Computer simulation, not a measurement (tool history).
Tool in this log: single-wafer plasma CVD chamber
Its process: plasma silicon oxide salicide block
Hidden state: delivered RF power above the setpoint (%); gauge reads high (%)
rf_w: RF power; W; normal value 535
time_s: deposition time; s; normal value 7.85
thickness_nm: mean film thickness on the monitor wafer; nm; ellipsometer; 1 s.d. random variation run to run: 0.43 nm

run,hour,rf_w,time_s,wafers since the last listed run,hours since the last RF generator calibration,hours since the showerhead was replaced,hours since the gauge calibration,"read-back reference wafer on the same gauge, thickness_nm",thickness_nm
1,0.0,580,6.81,0,692.9,2401.5,640.0,79.204,68.644
# hour 38.1: gauge calibrated
2,58.8,535,7.85,2598,751.7,2460.3,20.7,79.061,75.839
3,102.5,535,7.85,1930,795.4,2504.0,64.4,79.179,75.658
4,163.8,535,6.66,2708,856.7,2565.3,125.7,78.963,63.417
5,226.0,575,9.07,2748,918.9,2627.5,187.9,79.007,89.680
6,292.3,575,9.07,2929,985.2,2693.8,254.2,78.975,88.605
7,356.0,575,9.07,2814,1048.9,2757.5,317.9,79.183,88.762
8,398.3,535,7.85,1869,1091.2,2799.8,360.2,79.040,73.693
9,428.4,535,7.85,1330,1121.3,2829.9,390.3,78.984,73.579
10,452.9,460,7.85,1082,1145.8,2854.4,414.8,79.009,67.751
# hour 485.0: showerhead replaced
11,485.7,595,8.66,1095,1178.6,0.7,447.6,79.196,85.507
# hour 513.7: RF generator calibrated
12,529.9,595,8.66,1599,16.2,44.9,491.8,79.031,88.761
13,555.3,430,8.95,1122,41.6,70.3,517.2,79.175,77.584
14,589.1,535,6.47,1493,75.4,104.1,551.0,79.071,63.045
15,616.4,565,8.74,1206,102.7,131.4,578.3,79.194,87.675
16,787.2,485,7.85,7547,273.5,302.2,749.1,79.192,72.358
# hour 812.5: gauge calibrated
17,951.9,535,7.85,7277,438.2,466.9,139.4,78.989,75.862
18,1023.4,535,9.31,3159,509.7,538.4,210.9,79.175,89.954
19,1077.0,535,7.85,2368,563.3,592.0,264.5,78.940,76.579
20,1147.8,580,6.99,3128,634.1,662.8,335.3,79.103,69.556
21,1177.2,430,8.85,1299,663.5,692.2,364.7,79.069,75.648
22,1225.9,575,9.07,2151,712.2,740.9,413.4,79.121,88.993
23,1258.5,495,7.29,1440,744.8,773.5,446.0,79.268,67.068
24,1319.6,535,7.85,2699,805.9,834.6,507.1,79.214,74.792

Selected run-to-run steps in thickness_nm, each split into two signed amounts: the part the tool would show with no hidden state at all (from settings, incoming material and random variation), and the remainder, which goes to the hidden state together with any gauge scatter not common to the measured and the hidden-state-free results:
Run 4 -> 5: rf_w 535 -> 575, time_s 6.66 -> 9.07. thickness_nm +26.263 nm: hidden state -0.960, all else +27.223.
Run 10 -> 11: rf_w 460 -> 595, time_s 7.85 -> 8.66, showerhead replaced. thickness_nm +17.756 nm: hidden state -1.022, all else +18.778.
Run 11 -> 12: RF generator calibrated. thickness_nm +3.254 nm: hidden state +3.648, all else -0.394.
Run 14 -> 15: rf_w 535 -> 565, time_s 6.47 -> 8.74. thickness_nm +24.630 nm: hidden state -0.117, all else +24.747.
